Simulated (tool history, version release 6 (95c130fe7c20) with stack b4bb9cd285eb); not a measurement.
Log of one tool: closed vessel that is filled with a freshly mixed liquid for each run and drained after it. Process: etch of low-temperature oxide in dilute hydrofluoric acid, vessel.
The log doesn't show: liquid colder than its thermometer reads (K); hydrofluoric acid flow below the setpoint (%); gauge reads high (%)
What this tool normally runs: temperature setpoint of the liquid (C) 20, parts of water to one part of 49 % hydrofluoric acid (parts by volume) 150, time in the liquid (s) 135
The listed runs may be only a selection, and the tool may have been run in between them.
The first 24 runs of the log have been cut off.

run   hour  temperature setpoint of the liquid (C)  parts of water to one part of 49 % hydrofluoric acid (parts by volume)  time in the liquid (s)  wafers since the last listed run  hours since the thermometer was replaced  hours since the hydrofluoric acid flow meter was replaced  hours since the gauge calibration  read-back film thickness of the low-temperature oxide reference wafer, read on the same gauge (nm)  thickness taken off the low-temperature oxide on a monitor wafer (angstrom)
 25  347.4                                      20                                                                     150                     105                              1090                                     170.6                                                      333.2                              219.2                                                                                               29.98                                                                        104.8
 26  354.4                                      25                                                                     215                     115                               719                                     177.6                                                      340.2                              226.2                                                                                                  30                                                                         90.4
 27  363.8                                      17                                                                      80                     185                               966                                       187                                                      349.6                              235.6                                                                                               29.99                                                                        328.2
 28  378.6                                      23                                                                     150                     135                              1522                                     201.8                                                      364.4                              250.4                                                                                               30.03                                                                        151.2
 29  390.6                                      17                                                                     185                      55                              1234                                     213.8                                                      376.4                              262.4                                                                                               29.98                                                                         37.9
 30    434                                    21.5                                                                     150                     135                              4463                                     257.2                                                      419.8                              305.8                                                                                               29.99                                                                        143.3
 31  444.5                                      17                                                                     150                      65                              1079                                     267.7                                                      430.3                              316.3                                                                                               30.03                                                                         57.1
 32  457.9                                    18.5                                                                      95                     110                              1378                                     281.1                                                      443.7                              329.7                                                                                               30.02                                                                        171.4
 33  463.9                                      20                                                                     200                     135                               617                                     287.1                                                      449.7                              335.7                                                                                               30.03                                                                         95.9

Alternative continuations, all from the tool just after run 33; predict every row:
  A  464.6                                      20                                                                     150                     135                                71                                     287.8                                                      450.4                              336.4                                                                                                   ?                                                                            ?
  B  464.6                                      17                                                                      85                     135                                71                                     287.8                                                      450.4                              336.4                                                                                                   ?                                                                            ?
  C  464.6                                      18                                                                     150                     200                                71                                     287.8                                                      450.4                              336.4                                                                                                   ?                                                                            ?

run  read-back film thickness of the low-temperature oxide reference wafer, read on the same gauge (nm)  thickness taken off the low-temperature oxide on a monitor wafer (angstrom)
  A                                                                                               29.97                                                                        133.5
  B                                                                                               29.97                                                                        222.7
  C                                                                                               29.97                                                                        182.4
Had the tool no hidden state, the same runs would have come out as:
run  thickness taken off the low-temperature oxide on a monitor wafer (angstrom)
  A                                                                        135.1
  B                                                                        225.6
  C                                                                        184.7
